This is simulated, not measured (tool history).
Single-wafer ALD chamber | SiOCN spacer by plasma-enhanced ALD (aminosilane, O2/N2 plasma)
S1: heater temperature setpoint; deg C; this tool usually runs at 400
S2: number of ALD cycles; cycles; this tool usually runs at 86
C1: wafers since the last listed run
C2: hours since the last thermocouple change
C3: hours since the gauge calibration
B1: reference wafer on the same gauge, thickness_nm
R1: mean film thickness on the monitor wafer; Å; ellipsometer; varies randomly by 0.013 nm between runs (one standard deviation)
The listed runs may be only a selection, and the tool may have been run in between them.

Run 1, hour 0.0: usual settings but S1 404 deg C; C1 0; C2 2756.7; C3 207.6; B1 6.160. Result: R1 51.16 Å.
Run 2, hour 7.7: usual settings but S1 404 deg C; C1 29; C2 2764.4; C3 215.3; B1 6.164. Result: R1 51.18 Å.
Run 3, hour 19.5: usual settings but S1 404 deg C; C1 45; C2 2776.2; C3 227.1; B1 6.162. Result: R1 51.13 Å.
Run 4, hour 29.1: usual settings; C1 37; C2 2785.8; C3 236.7; B1 6.158. Result: R1 51.64 Å.
At hour 74.5: gauge calibrated.
Run 5, hour 78.7: usual settings but S1 411 deg C; C1 191; C2 2835.4; C3 4.2; B1 6.166. Result: R1 50.35 Å.
Run 6, hour 90.1: usual settings but S1 411 deg C; C1 44; C2 2846.8; C3 15.6; B1 6.164. Result: R1 50.09 Å.
Run 7, hour 97.6: usual settings but S1 411 deg C; C1 28; C2 2854.3; C3 23.1; B1 6.158. Result: R1 50.11 Å.
Run 8, hour 104.7: usual settings but S2 81 cycles; C1 27; C2 2861.4; C3 30.2; B1 6.168. Result: R1 48.77 Å.
Run 9, hour 112.9: usual settings but S1 395 deg C, S2 94 cycles; C1 31; C2 2869.6; C3 38.4; B1 6.153. Result: R1 56.59 Å.
At hour 128.3: thermocouple changed; heater temperature recalibrated.
Run 10, hour 141.7: usual settings but S1 396 deg C, S2 71 cycles; C1 80; C2 13.4; C3 67.2; B1 6.164. Result: R1 42.80 Å.
Run 11, hour 151.3: usual settings but S1 411 deg C; C1 37; C2 23.0; C3 76.8; B1 6.162. Result: R1 50.10 Å.
Run 12, hour 160.3: usual settings but S1 388 deg C, S2 71 cycles; C1 34; C2 32.0; C3 85.8; B1 6.166. Result: R1 42.71 Å.
Run 13, hour 176.8: usual settings but S1 387 deg C, S2 93 cycles; C1 63; C2 48.5; C3 102.3; B1 6.157. Result: R1 56.02 Å.
Run 14, hour 208.7: usual settings; C1 123; C2 80.4; C3 134.2; B1 6.169. Result: R1 51.42 Å.
Run 15, hour 222.7: usual settings; C1 54; C2 94.4; C3 148.2; B1 6.158. Result: R1 51.85 Å.
Run 16, hour 233.1: usual settings; C1 40; C2 104.8; C3 158.6; B1 6.161. Result: R1 51.68 Å.
Run 17, hour 244.6: usual settings but S1 409 deg C, S2 78 cycles; C1 44; C2 116.3; C3 170.1; B1 6.156. Result: R1 46.00 Å.

List, for all runs, the conditions of the tool that the log does not record:
wafer temperature above the value expected at the setpoint (K): 0 on each run
gauge reads high (%): 0 on each run
